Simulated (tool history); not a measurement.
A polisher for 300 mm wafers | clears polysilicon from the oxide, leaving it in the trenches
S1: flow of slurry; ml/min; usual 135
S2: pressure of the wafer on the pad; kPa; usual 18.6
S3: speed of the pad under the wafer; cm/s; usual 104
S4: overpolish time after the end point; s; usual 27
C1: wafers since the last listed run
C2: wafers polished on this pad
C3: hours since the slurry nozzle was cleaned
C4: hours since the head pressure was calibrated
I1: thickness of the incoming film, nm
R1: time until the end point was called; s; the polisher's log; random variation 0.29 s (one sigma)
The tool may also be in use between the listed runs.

run,hour,S1,S2,S3,S4,C1,C2,C3,C4,I1,R1
1,0.0,135,18.6,104,27,0,4377,28.0,182.4,358.1,29.3
2,36.3,135,18.6,104,27,402,4780,64.3,218.7,355.8,29.6
# hour 55.6: worn pad replaced by a new one
3,95.2,135,18.6,104,27,608,439,123.2,277.6,364.7,27.7
4,186.4,135,18.6,104,27,1011,1450,214.4,368.8,356.9,26.9
5,271.6,135,18.6,104,27,945,2395,299.6,454.0,357.7,27.7
6,361.2,135,18.6,104,27,993,3389,389.2,543.6,359.2,26.7
7,405.0,135,18.6,104,19,485,3875,433.0,587.4,358.9,27.1
# hour 455.9: head pressure recalibrated
8,485.0,135,18.6,104,19,865,4740,513.0,29.1,364.0,31.2
# hour 510.7: slurry nozzle cleaned
# hour 607.4: worn pad replaced by a new one
9,693.1,135,18.6,104,27,2252,950,182.4,237.2,353.0,27.8
10,767.7,135,18.6,104,27,827,1777,257.0,311.8,356.3,28.4
11,863.9,135,18.6,104,27,1067,2845,353.2,408.0,356.5,29.0
12,909.4,135,18.6,104,27,504,3349,398.7,453.5,362.3,28.5
13,962.0,135,18.6,104,27,583,3933,451.3,506.1,363.6,28.8
# hour 970.5: slurry nozzle cleaned
# hour 1053.8: worn pad replaced by a new one
14,1054.3,135,18.6,104,27,968,5,83.8,598.4,358.3,25.8
15,1105.7,135,18.6,104,27,570,576,135.2,649.8,358.3,25.5
16,1199.5,135,18.6,104,21,1040,1616,229.0,743.6,364.4,25.5
# hour 1236.3: head pressure recalibrated
17,1265.6,135,18.6,78,27,711,2327,295.1,29.3,361.5,38.4
18,1322.3,135,18.6,128,15,628,2956,351.8,86.0,355.0,23.1
19,1424.6,135,20.7,104,17,1134,4091,454.1,188.3,354.9,26.2
# hour 1484.1: slurry nozzle cleaned
20,1519.9,135,18.6,124,38,1046,5137,35.8,283.6,359.2,24.4
# hour 1539.3: worn pad replaced by a new one
21,1586.3,135,18.6,104,27,692,521,102.2,350.0,362.2,27.1
22,1668.7,135,18.6,104,27,914,1435,184.6,432.4,361.5,26.8
23,1768.6,125,13.1,74,27,1108,2543,284.5,532.3,356.1,52.8
24,1815.7,135,18.6,104,31,522,3065,331.6,579.4,351.5,26.0
25,1877.8,100,18.6,104,38,688,3754,393.7,641.5,355.9,28.2
# hour 1914.7: head pressure recalibrated
26,1949.1,95,18.6,104,32,768,4523,465.0,34.4,362.9,33.2
27,1988.8,100,18.6,104,38,440,4963,504.7,74.1,364.2,33.1
# hour 2028.1: slurry nozzle cleaned
# hour 2052.8: worn pad replaced by a new one
28,2053.3,135,23.4,104,27,659,5,25.2,138.6,358.9,21.5
29,2144.9,95,16.5,124,27,1016,1022,116.8,230.2,360.4,28.3
30,2229.7,135,14.5,76,19,940,1962,201.6,315.0,358.3,48.6
31,2301.3,135,18.6,104,27,794,2756,273.2,386.6,358.3,27.5
32,2348.9,100,20.7,88,27,527,3284,320.8,434.2,359.3,31.7
33,2441.7,105,18.6,104,27,1029,4314,413.6,527.0,356.7,28.6
# hour 2511.4: head pressure recalibrated
# hour 2522.6: slurry nozzle cleaned
# hour 2539.5: worn pad replaced by a new one
34,2582.5,135,23.4,104,27,1484,476,59.9,71.1,358.4,21.8

What the log doesn't show, run by run:
slurry flow missing at the pad, %: 0 in every run
H1: removal rate lost through wear of the pad, %
H2: deviation of the head's pressure from its setpoint, %
run,H1,H2
1,7.98,1.67
2,8.62,2.04
3,2.12,2.78
4,3.72,4.27
5,5.21,6.05
6,6.78,8.31
7,7.55,9.57
8,8.95,-2.21
9,3.38,-0.809
10,4.69,0.229
11,6.37,1.98
12,7.17,2.98
13,8.09,4.26
14,0.329,6.84
15,1.23,8.47
16,2.87,11.8
17,4.03,-0.292
18,5.03,-0.127
19,6.82,0.584
20,8.49,1.72
21,1.55,2.79
22,2.99,4.43
23,4.74,6.87
24,5.57,8.2
25,6.66,10.1
26,7.91,-0.127
27,8.6,-0.0178
28,0.307,0.33
29,1.91,1.19
30,3.4,2.36
31,4.65,3.63
32,5.49,4.62
33,7.11,6.88
34,1.96,0.239
